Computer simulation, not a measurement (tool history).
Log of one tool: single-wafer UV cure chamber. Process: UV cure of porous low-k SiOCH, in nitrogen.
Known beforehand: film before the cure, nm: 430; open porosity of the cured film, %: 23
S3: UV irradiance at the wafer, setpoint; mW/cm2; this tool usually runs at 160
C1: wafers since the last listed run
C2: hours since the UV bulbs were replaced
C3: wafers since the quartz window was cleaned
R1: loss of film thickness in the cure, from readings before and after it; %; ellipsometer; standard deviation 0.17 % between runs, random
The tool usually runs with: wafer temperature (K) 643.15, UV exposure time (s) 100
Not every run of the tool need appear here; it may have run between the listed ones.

{"run": 1, "hour": 0.0, "wafer temperature (K)": 643.15, "UV exposure time (s)": 100, "S3": 160, "C1": 0, "C2": 239.6, "C3": 1659, "R1": 10.09}
{"run": 2, "hour": 58.6, "wafer temperature (K)": 643.15, "UV exposure time (s)": 100, "S3": 160, "C1": 188, "C2": 298.2, "C3": 1848, "R1": 9.883}
{"run": 3, "hour": 231.3, "wafer temperature (K)": 643.15, "UV exposure time (s)": 100, "S3": 160, "C1": 556, "C2": 470.9, "C3": 2404, "R1": 9.439}
{"run": 4, "hour": 256.8, "wafer temperature (K)": 643.15, "UV exposure time (s)": 100, "S3": 187, "C1": 82, "C2": 496.4, "C3": 2487, "R1": 10.191}
{"run": 5, "hour": 323.3, "wafer temperature (K)": 643.15, "UV exposure time (s)": 100, "S3": 160, "C1": 214, "C2": 562.9, "C3": 2701, "R1": 9.83}
{"run": 6, "hour": 377.9, "wafer temperature (K)": 643.15, "UV exposure time (s)": 100, "S3": 160, "C1": 175, "C2": 617.5, "C3": 2877, "R1": 9.619}
{"run": 7, "hour": 420.5, "wafer temperature (K)": 643.15, "UV exposure time (s)": 100, "S3": 160, "C1": 137, "C2": 660.1, "C3": 3014, "R1": 9.73}
{"run": 8, "hour": 445.1, "wafer temperature (K)": 643.15, "UV exposure time (s)": 100, "S3": 160, "C1": 79, "C2": 684.7, "C3": 3093, "R1": 9.517}
{"run": 9, "hour": 515.1, "wafer temperature (K)": 643.15, "UV exposure time (s)": 100, "S3": 160, "C1": 225, "C2": 754.7, "C3": 3319, "R1": 9.77}
{"run": 10, "hour": 580.2, "wafer temperature (K)": 643.15, "UV exposure time (s)": 100, "S3": 160, "C1": 209, "C2": 819.8, "C3": 3528, "R1": 9.628}
{"run": 11, "hour": 628.0, "wafer temperature (K)": 643.15, "UV exposure time (s)": 70, "S3": 150, "C1": 154, "C2": 867.6, "C3": 3682, "R1": 7.64}
{"hour": 657.6, "done": "quartz window cleaned"}
{"run": 12, "hour": 688.4, "wafer temperature (K)": 643.15, "UV exposure time (s)": 45, "S3": 160, "C1": 168, "C2": 928, "C3": 99, "R1": 7.195}
{"hour": 697.2, "done": "UV bulbs replaced"}
{"run": 13, "hour": 739.9, "wafer temperature (K)": 643.15, "UV exposure time (s)": 130, "S3": 160, "C1": 140, "C2": 42.7, "C3": 239, "R1": 12.498}
{"run": 14, "hour": 803.0, "wafer temperature (K)": 643.15, "UV exposure time (s)": 100, "S3": 160, "C1": 203, "C2": 105.8, "C3": 442, "R1": 10.589}
{"run": 15, "hour": 844.4, "wafer temperature (K)": 643.15, "UV exposure time (s)": 100, "S3": 148, "C1": 133, "C2": 147.2, "C3": 575, "R1": 10.001}
{"run": 16, "hour": 886.6, "wafer temperature (K)": 643.15, "UV exposure time (s)": 45, "S3": 189, "C1": 135, "C2": 189.4, "C3": 711, "R1": 7.611}
{"run": 17, "hour": 949.1, "wafer temperature (K)": 653.15, "UV exposure time (s)": 100, "S3": 173, "C1": 201, "C2": 251.9, "C3": 913, "R1": 11.041}
{"run": 18, "hour": 1010.0, "wafer temperature (K)": 655.15, "UV exposure time (s)": 55, "S3": 182, "C1": 196, "C2": 312.8, "C3": 1109, "R1": 8.363}
{"run": 19, "hour": 1062.6, "wafer temperature (K)": 635.15, "UV exposure time (s)": 100, "S3": 160, "C1": 169, "C2": 365.4, "C3": 1278, "R1": 9.995}
{"run": 20, "hour": 1131.6, "wafer temperature (K)": 643.15, "UV exposure time (s)": 75, "S3": 160, "C1": 222, "C2": 434.4, "C3": 1501, "R1": 8.939}
{"run": 21, "hour": 1166.0, "wafer temperature (K)": 643.15, "UV exposure time (s)": 100, "S3": 160, "C1": 110, "C2": 468.8, "C3": 1612, "R1": 10.314}

For some of the steps in R1 from one run to the next: how much would appear even if the tool had no hidden state, given the settings, what came in and random variation, and how much remains for the hidden state plus any gauge scatter that the measured result and the result without hidden state don't share?
Hidden state at play: lamp output below its setpoint, %; transmission lost against a clean window, %.
Run 11 -> 12: UV exposure time (s) 70 -> 45, S3 150 -> 160, quartz window cleaned. R1 -0.445 %: hidden state +1.183, all else -1.628.
Run 12 -> 13: UV exposure time (s) 45 -> 130, UV bulbs replaced. R1 +5.303 %: hidden state -0.148, all else +5.451.
Run 16 -> 17: wafer temperature (K) 643.15 -> 653.15, UV exposure time (s) 45 -> 100, S3 189 -> 173. R1 +3.43 %: hidden state -0.141, all else +3.571.
